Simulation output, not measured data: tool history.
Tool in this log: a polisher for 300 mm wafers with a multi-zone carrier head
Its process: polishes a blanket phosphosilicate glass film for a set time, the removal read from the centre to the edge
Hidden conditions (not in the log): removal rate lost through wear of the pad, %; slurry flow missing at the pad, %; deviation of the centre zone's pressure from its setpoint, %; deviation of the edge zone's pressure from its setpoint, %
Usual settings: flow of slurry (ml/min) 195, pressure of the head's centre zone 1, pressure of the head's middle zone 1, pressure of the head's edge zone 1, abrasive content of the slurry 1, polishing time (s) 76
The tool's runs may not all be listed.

| run | hour | flow of slurry (ml/min) | pressure of the head's centre zone | pressure of the head's middle zone | pressure of the head's edge zone | abrasive content of the slurry | polishing time (s) | wafers since the last listed run | wafers polished on this pad | hours since the slurry nozzle was cleaned | hours since the centre zone pressure was calibrated | hours since the edge zone pressure was calibrated | hours since the carrier head's membrane was replaced | incoming thickness of the incoming film, nm | film removed at the wafer's centre (nm) | film removed at mid-radius (nm) | film removed at the wafer's edge (nm) |
|---|---|---|---|---|---|---|---|---|---|---|---|---|---|---|---|---|---|
| 1 | 0 | 195 | 1 | 1.04 | 1 | 1 | 76 | 0 | 23 | 268.1 | 109.5 | 357.4 | 242.7 | 3424.9 | 405.9 | 420.7 | 412.8 |
|  | 93.1 | slurry nozzle cleaned |
| 2 | 184.9 | 195 | 1 | 1 | 0.91 | 1 | 76 | 1966 | 1990 | 91.8 | 294.4 | 542.3 | 427.6 | 3322.2 | 401.1 | 392 | 398.5 |
| 3 | 217.4 | 195 | 1 | 1 | 0.91 | 1 | 76 | 347 | 2337 | 124.3 | 326.9 | 574.8 | 460.1 | 3343.3 | 391.6 | 398.6 | 380.8 |
| 4 | 250 | 195 | 1 | 1 | 1 | 1 | 84 | 348 | 2686 | 156.9 | 359.5 | 607.4 | 492.7 | 3348.1 | 431.1 | 435.3 | 435 |
|  | 277.5 | worn pad replaced by a new one |
| 5 | 297.5 | 195 | 1 | 1 | 1 | 1 | 84 | 465 | 213 | 204.4 | 407 | 654.9 | 540.2 | 3388.3 | 448.4 | 442.9 | 452.3 |
| 6 | 350.3 | 195 | 1 | 1 | 1 | 1 | 84 | 564 | 778 | 257.2 | 459.8 | 707.7 | 593 | 3368.8 | 451.6 | 442.9 | 463.9 |
|  | 361.5 | slurry nozzle cleaned |
| 7 | 389.6 | 195 | 0.97 | 1 | 1 | 1 | 76 | 409 | 1187 | 28.1 | 499.1 | 747 | 632.3 | 3330.9 | 393.2 | 399.2 | 412.6 |
| 8 | 509.4 | 195 | 0.97 | 1 | 1 | 1 | 76 | 1280 | 2468 | 147.9 | 618.9 | 866.8 | 752.1 | 3354.4 | 385.4 | 397.1 | 399.1 |
|  | 553.3 | worn pad replaced by a new one |
| 9 | 576.3 | 195 | 0.97 | 1 | 1 | 1 | 76 | 672 | 245 | 214.8 | 685.8 | 933.7 | 819 | 3374.7 | 390.2 | 401 | 419.3 |
| 10 | 609.1 | 230 | 1.12 | 1 | 1 | 1 | 76 | 350 | 596 | 247.6 | 718.6 | 966.5 | 851.8 | 3360.9 | 463.4 | 408.4 | 415.8 |
| 11 | 670.4 | 195 | 0.89 | 1.08 | 1 | 1 | 76 | 655 | 1252 | 308.9 | 779.9 | 1027.8 | 913.1 | 3387.1 | 360.7 | 415.6 | 415.2 |
|  | 671.6 | slurry nozzle cleaned |
|  | 683.2 | centre zone pressure recalibrated |
| 12 | 710.8 | 195 | 1 | 1 | 1 | 1 | 76 | 399 | 1651 | 39.2 | 27.6 | 1068.2 | 953.5 | 3397.1 | 394.4 | 405.3 | 415.7 |
|  | 747.5 | carrier head's membrane replaced by a new one |
| 13 | 765 | 265 | 1 | 1 | 0.88 | 1 | 52 | 526 | 2177 | 93.4 | 81.8 | 1122.4 | 17.5 | 3417.4 | 283.5 | 284.1 | 271.8 |
| 14 | 816.8 | 130 | 0.92 | 1 | 1 | 1 | 76 | 553 | 2731 | 145.2 | 133.6 | 1174.2 | 69.3 | 3377.8 | 337.2 | 365.7 | 378.1 |
|  | 875.5 | worn pad replaced by a new one |
|  | 876.2 | edge zone pressure recalibrated |
| 15 | 876.7 | 195 | 1 | 1 | 1 | 1 | 76 | 589 | 4 | 205.1 | 193.5 | 0.5 | 129.2 | 3387.9 | 404.1 | 404.5 | 414.8 |
| 16 | 918.9 | 195 | 1 | 1 | 1 | 1 | 76 | 451 | 456 | 247.3 | 235.7 | 42.7 | 171.4 | 3343.7 | 407.8 | 396.4 | 414.8 |
| 17 | 983.7 | 195 | 1 | 1 | 0.88 | 1 | 90 | 692 | 1148 | 312.1 | 300.5 | 107.5 | 236.2 | 3363.2 | 476.3 | 474.9 | 455.4 |
|  | 1009.8 | slurry nozzle cleaned |
| 18 | 1050.4 | 195 | 1 | 1 | 1 | 1 | 76 | 702 | 1851 | 40.6 | 367.2 | 174.2 | 302.9 | 3319.2 | 397.6 | 389.3 | 412.8 |
| 19 | 1096.2 | 195 | 1 | 1 | 1 | 1 | 76 | 489 | 2341 | 86.4 | 413 | 220 | 348.7 | 3402.8 | 389.1 | 399.2 | 401.2 |
|  | 1139.9 | worn pad replaced by a new one |
| 20 | 1158.6 | 175 | 1.05 | 1 | 1 | 1.2 | 101 | 624 | 200 | 148.8 | 475.4 | 282.4 | 411.1 | 3302 | 593.2 | 555.7 | 566 |
| 21 | 1208.9 | 135 | 1.09 | 1 | 1 | 1.2 | 76 | 537 | 737 | 199.1 | 525.7 | 332.7 | 461.4 | 3358.6 | 431.6 | 397.6 | 422.7 |
| 22 | 1245.9 | 150 | 1.07 | 1 | 1 | 1 | 76 | 395 | 1133 | 236.1 | 562.7 | 369.7 | 498.4 | 3409.7 | 413.9 | 383.4 | 412.2 |

Alternative continuations, all from the tool just after run 22; predict every row:
| A | 1246.3 | 195 | 1 | 1 | 0.92 | 1 | 76 | 4 | 1137 | 236.5 | 563.1 | 370.1 | 498.8 | 3365.8 | ? | ? | ? |
| B | 1246.3 | 195 | 0.93 | 1 | 0.89 | 0.85 | 88 | 4 | 1137 | 236.5 | 563.1 | 370.1 | 498.8 | 3365.8 | ? | ? | ? |
| C | 1246.3 | 195 | 1 | 1 | 1 | 1 | 85 | 4 | 1137 | 236.5 | 563.1 | 370.1 | 498.8 | 3365.8 | ? | ? | ? |

| run | film removed at the wafer's centre (nm) | film removed at mid-radius (nm) | film removed at the wafer's edge (nm) |
|---|---|---|---|
| A | 402 | 402.2 | 396.9 |
| B | 416.4 | 448.3 | 435.6 |
| C | 449.6 | 449.7 | 461.8 |
Without the tool's unlogged condition, the same runs would have read:
| run | film removed at the wafer's centre (nm) | film removed at mid-radius (nm) | film removed at the wafer's edge (nm) |
|---|---|---|---|
| A | 405.5 | 405.7 | 400.4 |
| B | 420 | 452.2 | 439.4 |
| C | 453.6 | 453.7 | 465.8 |
